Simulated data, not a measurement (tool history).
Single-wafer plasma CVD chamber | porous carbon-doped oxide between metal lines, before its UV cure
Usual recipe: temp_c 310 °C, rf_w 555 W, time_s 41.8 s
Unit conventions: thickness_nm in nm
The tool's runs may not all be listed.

run	hour	temp_c	rf_w	time_s	read-back reference wafer on the same gauge, thickness_nm	thickness_nm
1	0	310	555	41.8	227.941	203.263
2	20.5	310	555	41.8	227.688	204.849
# hour 59.7: showerhead replaced
3	60.2	310	555	41.8	228.008	205.239
4	67.2	310	555	41.8	227.958	205.559
# hour 90.2: thermocouple changed; heater temperature recalibrated
5	90.7	310	555	41.8	228.124	205.939
6	107.5	310	555	41.8	228.018	201.788
7	137.7	310	555	41.8	228.069	204.397
8	154.8	310	555	41.8	228.016	205.979
9	167.1	316	555	41.8	228.068	199.293
10	192.5	316	555	41.8	227.396	197.726
11	220	316	555	41.8	227.185	196.798
# hour 255.4: RF generator calibrated
12	255.9	321	555	41.8	227.274	201.307
13	265.7	310	555	41.8	227.909	209.825
14	291.1	310	555	41.8	227.651	211.97
15	309.9	310	555	33.8	228.14	171.635
16	334.4	317	500	47.6	227.833	218.382
17	363.1	310	460	34.1	227.717	157.365
# hour 377.7: gauge calibrated
18	389.9	310	555	41.8	227.88	211.423
19	420.6	305	470	44.2	227.538	210.338
20	446.6	321	635	48.6	227.698	245.229
21	460.3	310	555	41.8	227.861	209.678
22	483.7	320	660	35.5	228.004	184.292
23	513.5	310	555	41.8	227.384	207.601
24	529.3	310	555	41.8	228.131	208.095
25	556.9	310	605	41.8	227.941	217.95
26	573.2	310	555	41.8	227.952	208.655
27	608.9	301	480	46.2	228.005	225.271
28	628.9	295	460	47.2	227.917	233.5
29	643.3	310	500	35.4	227.822	168.62
30	666.7	310	555	46.4	228.256	231.288
31	702.2	305	555	46.3	228.641	238.209
32	716.5	315	455	41.8	227.615	180.799
33	736.8	317	555	47.5	228.01	222.744
34	758.4	310	555	41.8	228.414	206.943

Had the tool no unlogged condition, and each run kept its random variation, what would the results have been?
The tool's hidden condition here consists of: wafer temperature above the value expected at the setpoint (K); delivered RF power above the setpoint (%); gauge reads high (%).
run	thickness_nm
1	212.664
2	214.349
3	214.805
4	215.149
5	215.573
6	211.246
7	214.01
8	215.684
9	208.694
10	207.076
11	206.129
12	202.343
13	211.053
14	213.596
15	173.175
16	220.73
17	159.38
18	214.415
19	213.78
20	249.455
21	213.501
22	187.833
23	211.97
24	212.64
25	222.925
26	213.653
27	231.153
28	239.803
29	173.238
30	237.767
31	245.215
32	186.368
33	229.582
34	213.456
